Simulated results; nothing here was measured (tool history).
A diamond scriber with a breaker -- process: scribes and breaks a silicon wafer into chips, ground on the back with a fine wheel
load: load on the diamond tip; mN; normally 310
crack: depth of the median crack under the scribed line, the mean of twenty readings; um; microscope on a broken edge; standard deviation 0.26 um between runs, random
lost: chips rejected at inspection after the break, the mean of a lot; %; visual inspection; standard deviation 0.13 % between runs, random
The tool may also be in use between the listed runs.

run    hour  load  wafers since the last listed run  hours since the diamond tip was replaced  hours since the load on the tip was calibrated  incoming depth of the damage left on the back of the incoming wafer, um  crack   lost
  1       0   346                                 0                                     534.3                                           599.5                                                                     2.16  13.05   2.98
  2    72.7   346                               260                                       607                                           672.2                                                                      2.3  12.38   4.14
  3   133.3   346                               217                                     667.6                                           732.8                                                                     1.67  12.69   5.22
      165.5  -- diamond tip replaced by a new one
  4   174.5   310                               140                                         9                                             774                                                                     2.75  13.27   2.66
  5   274.7   310                               359                                     109.2                                           874.2                                                                     2.12  13.25    2.6
  6   471.4   310                               705                                     305.9                                          1070.9                                                                     2.62  12.51   5.92
  7   525.4   310                               193                                     359.9                                          1124.9                                                                     2.87  12.19    7.4
  8   613.8   310                               316                                     448.3                                          1213.3                                                                     2.12  11.36   8.36
  9   718.2   251                               374                                     552.7                                          1317.7                                                                     2.04   9.63  38.32
 10   789.2   361                               254                                     623.7                                          1388.7                                                                     1.73  12.82   3.08
      855.3  -- diamond tip replaced by a new one
 11   889.9   310                               353                                      34.6                                          1489.4                                                                     1.57  12.87   2.33
 12   928.7   268                               139                                      73.4                                          1528.2                                                                     2.39  11.52   13.5
      965.4  -- load on the tip recalibrated
 13   966.7   219                               129                                     111.4                                             1.3                                                                     2.61   8.67  47.86
 14  1050.8   242                               301                                     195.5                                            85.4                                                                     1.85   9.87  33.84
 15  1155.8   228                               376                                     300.5                                           190.4                                                                      2.3   8.89  53.65
 16  1257.6   310                               365                                     402.3                                           292.2                                                                     2.57  11.97   9.63

Each row is a separate what-if for the run after 16, all from the same tool condition, not one after another. Results?
  A  1258.1   310                                 1                                     402.8                                           292.7                                                                     2.51      ?     ?
  B  1258.1   364                                 1                                     402.8                                           292.7                                                                     2.51      ?     ?
  C  1258.1   218                                 1                                     402.8                                           292.7                                                                     2.51      ?     ?

run  crack   lost
  A  11.48   8.83
  B  13.23   2.19
  C   8.13  59.19
Without the tool's unlogged condition, the same runs would have read:
run  crack   lost
  A  13.12   2.18
  B  15.12   9.18
  C   9.29  38.16
